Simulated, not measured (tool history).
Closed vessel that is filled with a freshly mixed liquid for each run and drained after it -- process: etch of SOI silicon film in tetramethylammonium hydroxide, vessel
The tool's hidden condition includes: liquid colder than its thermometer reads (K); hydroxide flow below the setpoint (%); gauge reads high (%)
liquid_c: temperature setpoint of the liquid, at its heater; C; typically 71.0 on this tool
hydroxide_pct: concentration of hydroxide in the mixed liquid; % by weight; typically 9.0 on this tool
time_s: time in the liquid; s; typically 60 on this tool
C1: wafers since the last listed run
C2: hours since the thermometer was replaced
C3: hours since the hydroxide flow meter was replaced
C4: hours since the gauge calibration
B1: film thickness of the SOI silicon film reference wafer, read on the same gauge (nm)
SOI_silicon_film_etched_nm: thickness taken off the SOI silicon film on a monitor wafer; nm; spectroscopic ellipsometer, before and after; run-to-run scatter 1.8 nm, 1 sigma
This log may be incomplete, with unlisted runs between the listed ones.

Run 1, hour 0.0: usual settings; C1 0; C2 405.5; C3 674.6; C4 275.2; B1 80.01. Result: SOI_silicon_film_etched_nm 478.03 nm.
Run 2, hour 26.5: usual settings but hydroxide_pct 10.0 % by weight; C1 3748; C2 432.0; C3 701.1; C4 301.7; B1 80.00. Result: SOI_silicon_film_etched_nm 456.15 nm.
Run 3, hour 95.1: usual settings but hydroxide_pct 10.0 % by weight; C1 9704; C2 500.6; C3 769.7; C4 370.3; B1 79.97. Result: SOI_silicon_film_etched_nm 457.18 nm.
Run 4, hour 110.7: usual settings but hydroxide_pct 10.0 % by weight; C1 2206; C2 516.2; C3 785.3; C4 385.9; B1 79.99. Result: SOI_silicon_film_etched_nm 456.79 nm.
Run 5, hour 136.9: usual settings but time_s 35 s; C1 3706; C2 542.4; C3 811.5; C4 412.1; B1 79.99. Result: SOI_silicon_film_etched_nm 278.58 nm.
Run 6, hour 171.8: usual settings but time_s 35 s; C1 4937; C2 577.3; C3 846.4; C4 447.0; B1 80.02. Result: SOI_silicon_film_etched_nm 277.34 nm.
Run 7, hour 186.1: usual settings but time_s 70 s; C1 2022; C2 591.6; C3 860.7; C4 461.3; B1 80.00. Result: SOI_silicon_film_etched_nm 554.58 nm.
Run 8, hour 215.6: usual settings but time_s 75 s; C1 4173; C2 621.1; C3 890.2; C4 490.8; B1 79.97. Result: SOI_silicon_film_etched_nm 594.08 nm.
At hour 232.3: hydroxide flow meter replaced.
Run 9, hour 251.1: usual settings but liquid_c 65.5 C; C1 4880; C2 656.6; C3 18.8; C4 526.3; B1 79.99. Result: SOI_silicon_film_etched_nm 349.46 nm.
Run 10, hour 269.2: usual settings but hydroxide_pct 7.5 % by weight, time_s 85 s; C1 2560; C2 674.7; C3 36.9; C4 544.4; B1 80.02. Result: SOI_silicon_film_etched_nm 723.26 nm.
At hour 276.9: gauge calibrated.
At hour 300.7: thermometer replaced.
Run 11, hour 310.6: usual settings but hydroxide_pct 10.5 % by weight, time_s 40 s; C1 5715; C2 9.9; C3 78.3; C4 33.7; B1 80.00. Result: SOI_silicon_film_etched_nm 307.92 nm.
At hour 323.4: hydroxide flow meter replaced, repeated, since the last time left the tool worse.
Run 12, hour 337.5: usual settings but hydroxide_pct 8.0 % by weight; C1 3663; C2 36.8; C3 14.1; C4 60.6; B1 79.99. Result: SOI_silicon_film_etched_nm 481.17 nm.

What will run 13 give?
Run 13, hour 364.6: usual settings but hydroxide_pct 7.5 % by weight, time_s 85 s; C1 3833; C2 63.9; C3 41.2; C4 87.7; B1 ?. Result: SOI_silicon_film_etched_nm ?.

{"run 13": {"B1": 79.99, "SOI_silicon_film_etched_nm": 695.5}}
With no hidden state in the tool, this same run would have given SOI_silicon_film_etched_nm 693.41 nm.

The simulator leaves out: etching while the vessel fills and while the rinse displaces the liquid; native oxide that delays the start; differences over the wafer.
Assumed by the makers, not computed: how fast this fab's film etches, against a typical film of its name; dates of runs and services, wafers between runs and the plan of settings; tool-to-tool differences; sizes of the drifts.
